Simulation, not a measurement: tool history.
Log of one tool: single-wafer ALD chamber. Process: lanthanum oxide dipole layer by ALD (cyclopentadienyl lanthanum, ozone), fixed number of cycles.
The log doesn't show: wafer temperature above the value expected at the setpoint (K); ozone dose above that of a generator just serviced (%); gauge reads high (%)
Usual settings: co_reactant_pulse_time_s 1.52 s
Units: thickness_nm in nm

| run | hour | co_reactant_pulse_time_s | wafers since the last listed run | hours since the last thermocouple change | hours since the last ozone generator service | hours since the showerhead was replaced | hours since the gauge calibration | read-back reference wafer on the same gauge, thickness_nm | thickness_nm |
|---|---|---|---|---|---|---|---|---|---|
| 1 | 0.0 | 1.52 | 0 | 1699.4 | 329.4 | 4596.7 | 980.1 | 0.444 | 0.512 |
| 2 | 53.1 | 1.52 | 671 | 1752.5 | 382.5 | 4649.8 | 1033.2 | 0.444 | 0.510 |
| 3 | 107.7 | 1.52 | 690 | 1807.1 | 437.1 | 4704.4 | 1087.8 | 0.444 | 0.507 |
| 4 | 151.6 | 1.52 | 555 | 1851.0 | 481.0 | 4748.3 | 1131.7 | 0.444 | 0.511 |
| 5 | 219.0 | 1.52 | 852 | 1918.4 | 548.4 | 4815.7 | 1199.1 | 0.444 | 0.509 |
| 6 | 254.6 | 1.52 | 450 | 1954.0 | 584.0 | 4851.3 | 1234.7 | 0.444 | 0.511 |
| 7 | 292.2 | 1.37 | 475 | 1991.6 | 621.6 | 4888.9 | 1272.3 | 0.444 | 0.497 |
| 8 | 342.6 | 1.37 | 637 | 2042.0 | 672.0 | 4939.3 | 1322.7 | 0.444 | 0.495 |
| 9 | 370.6 | 1.37 | 354 | 2070.0 | 700.0 | 4967.3 | 1350.7 | 0.444 | 0.495 |
|  | 388.3 | ozone generator serviced |
| 10 | 425.8 | 1.31 | 596 | 2125.2 | 37.5 | 5022.5 | 1405.9 | 0.444 | 0.490 |
| 11 | 466.5 | 1.31 | 514 | 2165.9 | 78.2 | 5063.2 | 1446.6 | 0.444 | 0.488 |
| 12 | 521.1 | 1.07 | 690 | 2220.5 | 132.8 | 5117.8 | 1501.2 | 0.444 | 0.448 |
| 13 | 545.2 | 1.52 | 304 | 2244.6 | 156.9 | 5141.9 | 1525.3 | 0.444 | 0.510 |
| 14 | 572.5 | 1.73 | 345 | 2271.9 | 184.2 | 5169.2 | 1552.6 | 0.444 | 0.521 |
| 15 | 667.6 | 1.73 | 1202 | 2367.0 | 279.3 | 5264.3 | 1647.7 | 0.444 | 0.520 |
| 16 | 731.8 | 0.97 | 811 | 2431.2 | 343.5 | 5328.5 | 1711.9 | 0.444 | 0.418 |
| 17 | 761.5 | 1.07 | 375 | 2460.9 | 373.2 | 5358.2 | 1741.6 | 0.444 | 0.445 |
| 18 | 798.8 | 1.30 | 471 | 2498.2 | 410.5 | 5395.5 | 1778.9 | 0.444 | 0.489 |

Run 19 comes next. What will it give?
| 19 | 843.3 | 0.99 | 562 | 2542.7 | 455.0 | 5440.0 | 1823.4 | ? | ? |

{"run 19": {"read-back reference wafer on the same gauge, thickness_nm": 0.444, "thickness_nm": 0.423}}
Without the tool's hidden state the same run would have given thickness_nm 0.423 nm.
